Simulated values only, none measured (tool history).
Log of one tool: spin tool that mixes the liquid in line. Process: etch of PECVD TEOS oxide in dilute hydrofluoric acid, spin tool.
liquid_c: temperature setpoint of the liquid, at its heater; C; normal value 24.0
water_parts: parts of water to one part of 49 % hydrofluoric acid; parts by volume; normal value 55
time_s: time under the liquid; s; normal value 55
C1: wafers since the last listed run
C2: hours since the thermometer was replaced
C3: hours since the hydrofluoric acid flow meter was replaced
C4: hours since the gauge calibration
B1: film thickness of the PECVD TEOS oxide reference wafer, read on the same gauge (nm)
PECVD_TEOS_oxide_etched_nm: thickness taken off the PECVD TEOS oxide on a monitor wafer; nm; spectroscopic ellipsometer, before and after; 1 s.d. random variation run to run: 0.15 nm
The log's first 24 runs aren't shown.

{"run": 25, "hour": 1476.5, "liquid_c": 24.0, "water_parts": 55, "time_s": 65, "C1": 776, "C2": 576.2, "C3": 62.4, "C4": 344.4, "B1": 100.0, "PECVD_TEOS_oxide_etched_nm": 20.38}
{"run": 26, "hour": 1557.1, "liquid_c": 24.0, "water_parts": 45, "time_s": 55, "C1": 1190, "C2": 656.8, "C3": 143.0, "C4": 425.0, "B1": 99.99, "PECVD_TEOS_oxide_etched_nm": 21.31}
{"run": 27, "hour": 1624.3, "liquid_c": 24.0, "water_parts": 55, "time_s": 55, "C1": 992, "C2": 724.0, "C3": 210.2, "C4": 492.2, "B1": 100.0, "PECVD_TEOS_oxide_etched_nm": 17.45}
{"run": 28, "hour": 1666.9, "liquid_c": 24.0, "water_parts": 55, "time_s": 55, "C1": 629, "C2": 766.6, "C3": 252.8, "C4": 534.8, "B1": 100.0, "PECVD_TEOS_oxide_etched_nm": 17.17}
{"run": 29, "hour": 1716.4, "liquid_c": 24.0, "water_parts": 55, "time_s": 30, "C1": 731, "C2": 816.1, "C3": 302.3, "C4": 584.3, "B1": 99.99, "PECVD_TEOS_oxide_etched_nm": 9.41}
{"run": 30, "hour": 1805.2, "liquid_c": 24.0, "water_parts": 55, "time_s": 40, "C1": 1311, "C2": 904.9, "C3": 391.1, "C4": 673.1, "B1": 100.02, "PECVD_TEOS_oxide_etched_nm": 12.61}
{"run": 31, "hour": 1858.1, "liquid_c": 24.0, "water_parts": 55, "time_s": 55, "C1": 781, "C2": 957.8, "C3": 444.0, "C4": 726.0, "B1": 100.01, "PECVD_TEOS_oxide_etched_nm": 17.0}
{"run": 32, "hour": 1927.3, "liquid_c": 24.0, "water_parts": 55, "time_s": 55, "C1": 1022, "C2": 1027.0, "C3": 513.2, "C4": 795.2, "B1": 99.99, "PECVD_TEOS_oxide_etched_nm": 17.33}

5 options for the next run, each taken on its own from the tool as it stands now. Forecast them:
{"run": "A", "hour": 1927.7, "liquid_c": 24.0, "water_parts": 55, "time_s": 55, "C1": 5, "C2": 1027.4, "C3": 513.6, "C4": 795.6, "B1": "?", "PECVD_TEOS_oxide_etched_nm": "?"}
{"run": "B", "hour": 1927.7, "liquid_c": 21.5, "water_parts": 75, "time_s": 90, "C1": 5, "C2": 1027.4, "C3": 513.6, "C4": 795.6, "B1": "?", "PECVD_TEOS_oxide_etched_nm": "?"}
{"run": "C", "hour": 1927.7, "liquid_c": 24.0, "water_parts": 85, "time_s": 55, "C1": 5, "C2": 1027.4, "C3": 513.6, "C4": 795.6, "B1": "?", "PECVD_TEOS_oxide_etched_nm": "?"}
{"run": "D", "hour": 1927.7, "liquid_c": 27.5, "water_parts": 55, "time_s": 30, "C1": 5, "C2": 1027.4, "C3": 513.6, "C4": 795.6, "B1": "?", "PECVD_TEOS_oxide_etched_nm": "?"}
{"run": "E", "hour": 1927.7, "liquid_c": 25.5, "water_parts": 25, "time_s": 85, "C1": 5, "C2": 1027.4, "C3": 513.6, "C4": 795.6, "B1": "?", "PECVD_TEOS_oxide_etched_nm": "?"}

run=A B1=99.99 PECVD_TEOS_oxide_etched_nm=17.38
run=B B1=99.99 PECVD_TEOS_oxide_etched_nm=18.35
run=C B1=99.99 PECVD_TEOS_oxide_etched_nm=10.81
run=D B1=99.99 PECVD_TEOS_oxide_etched_nm=10.91
run=E B1=99.99 PECVD_TEOS_oxide_etched_nm=65.60
What these runs would have given with no unlogged condition in the tool:
run=A PECVD_TEOS_oxide_etched_nm=17.36
run=B PECVD_TEOS_oxide_etched_nm=18.33
run=C PECVD_TEOS_oxide_etched_nm=10.81
run=D PECVD_TEOS_oxide_etched_nm=10.91
run=E PECVD_TEOS_oxide_etched_nm=65.42
